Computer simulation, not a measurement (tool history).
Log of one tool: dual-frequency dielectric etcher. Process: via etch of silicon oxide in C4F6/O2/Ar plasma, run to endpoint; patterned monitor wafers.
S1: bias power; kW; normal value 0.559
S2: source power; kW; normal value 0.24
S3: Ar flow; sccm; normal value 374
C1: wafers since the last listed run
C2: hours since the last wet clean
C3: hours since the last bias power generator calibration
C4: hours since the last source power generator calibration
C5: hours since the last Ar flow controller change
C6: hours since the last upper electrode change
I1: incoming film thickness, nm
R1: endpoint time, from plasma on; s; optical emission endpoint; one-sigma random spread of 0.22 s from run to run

| run | hour | S1 | S2 | S3 | C1 | C2 | C3 | C4 | C5 | C6 | I1 | R1 |
|---|---|---|---|---|---|---|---|---|---|---|---|---|
| 1 | 0 | 0.559 | 0.21 | 374 | 0 | 238.5 | 2391.7 | 2664.2 | 3876.1 | 3449.7 | 186.5 | 44 |
| 2 | 29.8 | 0.559 | 0.24 | 374 | 398 | 268.3 | 2421.5 | 2694 | 3905.9 | 3479.5 | 187.2 | 42.5 |
| 3 | 47.4 | 0.559 | 0.24 | 374 | 235 | 285.9 | 2439.1 | 2711.6 | 3923.5 | 3497.1 | 187.5 | 42.7 |
| 4 | 71.3 | 0.559 | 0.24 | 374 | 319 | 309.8 | 2463 | 2735.5 | 3947.4 | 3521 | 187.2 | 42.5 |
|  | 109.1 | wet clean of the chamber |
|  | 113.4 | bias power generator calibrated |
| 5 | 113.9 | 0.559 | 0.24 | 374 | 195 | 4.8 | 0.5 | 2778.1 | 3990 | 3563.6 | 186.8 | 40.9 |
| 6 | 132.4 | 0.559 | 0.24 | 374 | 247 | 23.3 | 19 | 2796.6 | 4008.5 | 3582.1 | 186.8 | 41.2 |
|  | 159.1 | source power generator calibrated |
|  | 162 | Ar flow controller replaced |
|  | 167.6 | wet clean of the chamber, repeated, since the last time left the tool worse |
|  | 174.5 | upper electrode replaced |
| 7 | 175 | 0.559 | 0.24 | 352 | 310 | 7.4 | 61.6 | 15.9 | 13 | 0.5 | 187.1 | 43.4 |
| 8 | 182.1 | 0.673 | 0.28 | 323 | 94 | 14.5 | 68.7 | 23 | 20.1 | 7.6 | 187.8 | 38.8 |
| 9 | 210.6 | 0.559 | 0.24 | 374 | 380 | 43 | 97.2 | 51.5 | 48.6 | 36.1 | 186.2 | 43.5 |
| 10 | 229 | 0.605 | 0.29 | 331 | 245 | 61.4 | 115.6 | 69.9 | 67 | 54.5 | 187 | 39.6 |
| 11 | 253.2 | 0.559 | 0.24 | 374 | 323 | 85.6 | 139.8 | 94.1 | 91.2 | 78.7 | 186.4 | 43.6 |
| 12 | 266.9 | 0.617 | 0.3 | 329 | 183 | 99.3 | 153.5 | 107.8 | 104.9 | 92.4 | 187.4 | 38.6 |
| 13 | 288 | 0.443 | 0.2 | 457 | 281 | 120.4 | 174.6 | 128.9 | 126 | 113.5 | 186.3 | 50.3 |
| 14 | 301.3 | 0.634 | 0.24 | 300 | 177 | 133.7 | 187.9 | 142.2 | 139.3 | 126.8 | 186.2 | 40.2 |
| 15 | 333 | 0.559 | 0.24 | 374 | 423 | 165.4 | 219.6 | 173.9 | 171 | 158.5 | 185.8 | 43.1 |

How the hidden state differs across the entries between the runs, from the last listed run before each to the first after it:
After run 4, before run 5: wet clean of the chamber (hour 109.1); bias power generator calibrated (hour 113.4)
  etch rate over this chamber's usual, %: 3.28 -> 6.36
  measured value less the no-hidden-state value, R1: -1.4 -> -2.6 s
After run 6, before run 7: source power generator calibrated (hour 159.1); Ar flow controller replaced (hour 162); wet clean of the chamber, repeated, since the last time left the tool worse (hour 167.6); upper electrode replaced (hour 174.5)
  etch rate over this chamber's usual, %: 6.54 -> -0.304
  measured value less the no-hidden-state value, R1: -2.6 -> +0.1 s
